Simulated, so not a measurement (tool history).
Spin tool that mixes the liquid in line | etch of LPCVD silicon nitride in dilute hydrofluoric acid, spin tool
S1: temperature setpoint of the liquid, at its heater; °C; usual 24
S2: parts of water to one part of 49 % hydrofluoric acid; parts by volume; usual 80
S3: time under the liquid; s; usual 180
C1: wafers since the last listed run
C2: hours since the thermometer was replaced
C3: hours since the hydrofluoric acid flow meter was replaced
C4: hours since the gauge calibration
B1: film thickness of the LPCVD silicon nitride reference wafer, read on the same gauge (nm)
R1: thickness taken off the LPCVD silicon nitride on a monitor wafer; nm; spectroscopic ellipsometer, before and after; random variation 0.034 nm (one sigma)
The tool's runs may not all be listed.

run	day	S1	S2	S3	C1	C2	C3	C4	B1	R1
1	0	24	80	180	0	1966.8	993.7	448	109.992	0.934
2	0.858	24	80	180	163	1987.4	1014.3	468.6	110.011	0.907
3	1.779	24	80	260	175	2009.5	1036.4	490.7	109.977	1.414
4	3.875	24	80	260	398	2059.8	1086.7	541	109.992	1.346
5	5.325	24	100	180	275	2094.6	1121.5	575.8	110.012	0.781
6	6.604	24	100	180	243	2125.3	1152.2	606.5	110.05	0.772
7	7.712	24	60	180	210	2151.9	1178.8	633.1	109.996	1.235
8	8.675	24	60	180	183	2175	1201.9	656.2	109.974	1.283
9	9.729	24	60	180	200	2200.3	1227.2	681.5	110.021	1.204
10	10.588	24	80	180	163	2220.9	1247.8	702.1	110.027	0.933
# day 10.958: thermometer replaced
11	12.971	24	80	180	445	48.3	1305	759.3	110.025	0.929
12	15.038	24	80	180	393	97.9	1354.6	808.9	109.988	0.969
13	15.658	24	80	180	118	112.8	1369.5	823.8	109.989	0.954
14	18.762	24	80	180	590	187.3	1444	898.3	109.996	0.931
15	20.104	24	80	260	255	219.5	1476.2	930.5	109.99	1.42
16	21.433	24	80	180	252	251.4	1508.1	962.4	109.978	0.974
17	22.679	27	80	180	236	281.3	1538	992.3	109.964	1.176
18	23.271	28.5	80	180	112	295.5	1552.2	1006.5	110.006	1.289
19	23.988	22.5	60	135	136	312.7	1569.4	1023.7	109.972	0.847
# day 24.279: hydrofluoric acid flow meter replaced
20	24.512	19	50	150	91	325.3	5.6	1036.3	110.013	0.891
21	25.625	24	80	180	211	352	32.3	1063	109.984	0.923
# day 25.646: gauge calibrated
22	26.208	24	80	180	110	366	46.3	13.5	109.996	0.954
23	28.392	28	50	105	415	418.4	98.7	65.9	110.021	1.188
24	29.742	24	120	110	256	450.8	131.1	98.3	109.983	0.398
25	30.333	24	80	180	112	465	145.3	112.5	110	0.932

Forecast run 26:
26	31.529	24	65	225	227	493.7	174	141.2	?	?

Run 26 gave B1 109.973, R1 1.387 nm.
Without the tool's hidden state the same run would have given R1 1.387 nm.
